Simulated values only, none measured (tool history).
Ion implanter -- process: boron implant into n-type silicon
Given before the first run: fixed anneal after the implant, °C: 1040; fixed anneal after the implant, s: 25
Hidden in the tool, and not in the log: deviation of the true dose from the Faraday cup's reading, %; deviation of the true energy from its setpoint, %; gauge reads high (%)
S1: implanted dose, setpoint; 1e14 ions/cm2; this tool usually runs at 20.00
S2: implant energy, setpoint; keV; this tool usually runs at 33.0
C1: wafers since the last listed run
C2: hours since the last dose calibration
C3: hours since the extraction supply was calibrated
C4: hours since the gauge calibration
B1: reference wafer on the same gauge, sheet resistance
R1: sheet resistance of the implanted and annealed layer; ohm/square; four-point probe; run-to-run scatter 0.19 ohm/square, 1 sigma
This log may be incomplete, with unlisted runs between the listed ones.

| run | hour | S1 | S2 | C1 | C2 | C3 | C4 | B1 | R1 |
|---|---|---|---|---|---|---|---|---|---|
| 1 | 0.0 | 20.00 | 24.0 | 0 | 1083.3 | 2865.6 | 588.6 | 52.23 | 66.46 |
| 2 | 13.5 | 16.13 | 33.0 | 489 | 1096.8 | 2879.1 | 602.1 | 52.28 | 75.97 |
| 3 | 40.9 | 16.13 | 33.0 | 994 | 1124.2 | 2906.5 | 629.5 | 52.35 | 75.80 |
| 4 | 56.4 | 16.13 | 33.0 | 562 | 1139.7 | 2922.0 | 645.0 | 52.37 | 75.54 |
| 5 | 77.5 | 20.00 | 33.0 | 765 | 1160.8 | 2943.1 | 666.1 | 52.41 | 63.26 |
| 6 | 104.0 | 20.00 | 40.0 | 961 | 1187.3 | 2969.6 | 692.6 | 52.50 | 62.05 |
| 7 | 138.3 | 16.20 | 41.5 | 1244 | 1221.6 | 3003.9 | 726.9 | 52.62 | 74.12 |
| 8 | 173.5 | 20.00 | 41.5 | 1277 | 1256.8 | 3039.1 | 762.1 | 52.72 | 62.16 |
| 9 | 188.4 | 20.00 | 41.5 | 540 | 1271.7 | 3054.0 | 777.0 | 52.77 | 62.00 |
| 10 | 205.0 | 16.70 | 33.0 | 602 | 1288.3 | 3070.6 | 793.6 | 52.86 | 74.45 |
| 11 | 240.2 | 16.70 | 33.0 | 1277 | 1323.5 | 3105.8 | 828.8 | 52.96 | 74.55 |
| 12 | 265.3 | 16.70 | 33.0 | 910 | 1348.6 | 3130.9 | 853.9 | 53.02 | 74.46 |
|  | 277.8 | gauge calibrated |
| 13 | 290.0 | 20.00 | 25.5 | 896 | 1373.3 | 3155.6 | 12.2 | 51.34 | 64.23 |
| 14 | 319.6 | 20.00 | 25.5 | 1074 | 1402.9 | 3185.2 | 41.8 | 51.39 | 64.65 |
| 15 | 334.4 | 20.00 | 25.5 | 537 | 1417.7 | 3200.0 | 56.6 | 51.38 | 64.04 |
| 16 | 354.5 | 24.52 | 41.5 | 729 | 1437.8 | 3220.1 | 76.7 | 51.37 | 51.27 |
|  | 378.0 | Faraday cup replaced and dose calibrated |
| 17 | 378.5 | 20.00 | 33.0 | 580 | 0.5 | 3244.1 | 100.7 | 51.42 | 62.19 |
| 18 | 395.1 | 24.56 | 40.5 | 602 | 17.1 | 3260.7 | 117.3 | 51.37 | 50.99 |
| 19 | 421.1 | 23.45 | 44.5 | 943 | 43.1 | 3286.7 | 143.3 | 51.41 | 52.81 |
| 20 | 438.5 | 20.00 | 36.5 | 631 | 60.5 | 3304.1 | 160.7 | 51.43 | 61.47 |
| 21 | 462.5 | 20.00 | 22.0 | 871 | 84.5 | 3328.1 | 184.7 | 51.46 | 66.22 |
| 22 | 482.8 | 17.53 | 42.0 | 736 | 104.8 | 3348.4 | 205.0 | 51.47 | 67.77 |
| 23 | 495.3 | 21.97 | 38.5 | 453 | 117.3 | 3360.9 | 217.5 | 51.50 | 56.29 |
|  | 509.3 | extraction supply calibrated |
| 24 | 509.8 | 20.00 | 39.5 | 235 | 131.8 | 0.5 | 232.0 | 51.47 | 61.15 |
| 25 | 540.7 | 20.00 | 24.0 | 1121 | 162.7 | 31.4 | 262.9 | 51.52 | 65.18 |
| 26 | 571.9 | 14.67 | 38.5 | 1132 | 193.9 | 62.6 | 294.1 | 51.56 | 80.26 |
| 27 | 587.9 | 15.26 | 39.5 | 580 | 209.9 | 78.6 | 310.1 | 51.57 | 76.73 |
| 28 | 620.1 | 20.00 | 33.0 | 1168 | 242.1 | 110.8 | 342.3 | 51.61 | 62.50 |
| 29 | 648.9 | 20.00 | 33.0 | 1045 | 270.9 | 139.6 | 371.1 | 51.62 | 62.23 |
| 30 | 676.8 | 22.77 | 37.0 | 1012 | 298.8 | 167.5 | 399.0 | 51.66 | 55.45 |
| 31 | 697.1 | 15.84 | 22.5 | 736 | 319.1 | 187.8 | 419.3 | 51.72 | 79.24 |
| 32 | 713.0 | 21.75 | 33.0 | 577 | 335.0 | 203.7 | 435.2 | 51.75 | 58.51 |
| 33 | 742.7 | 20.00 | 33.0 | 1077 | 364.7 | 233.4 | 464.9 | 51.79 | 62.68 |
| 34 | 755.2 | 24.15 | 25.0 | 453 | 377.2 | 245.9 | 477.4 | 51.78 | 57.51 |
| 35 | 781.0 | 25.94 | 36.5 | 936 | 403.0 | 271.7 | 503.2 | 51.89 | 50.47 |
| 36 | 793.4 | 21.77 | 23.5 | 450 | 415.4 | 284.1 | 515.6 | 51.89 | 61.89 |
| 37 | 815.9 | 24.62 | 23.0 | 816 | 437.9 | 306.6 | 538.1 | 51.94 | 57.99 |

Alternative continuations, all from the tool just after run 37; predict every row:
| A | 816.3 | 25.58 | 33.0 | 14 | 438.3 | 307.0 | 538.5 | ? | ? |
| B | 816.3 | 23.71 | 25.0 | 14 | 438.3 | 307.0 | 538.5 | ? | ? |
| C | 816.3 | 23.40 | 44.0 | 14 | 438.3 | 307.0 | 538.5 | ? | ? |

| run | B1 | R1 |
|---|---|---|
| A | 51.92 | 52.05 |
| B | 51.92 | 58.05 |
| C | 51.92 | 53.41 |
With no hidden state in the tool, these same runs would have given:
| run | R1 |
|---|---|
| A | 51.59 |
| B | 57.54 |
| C | 52.94 |
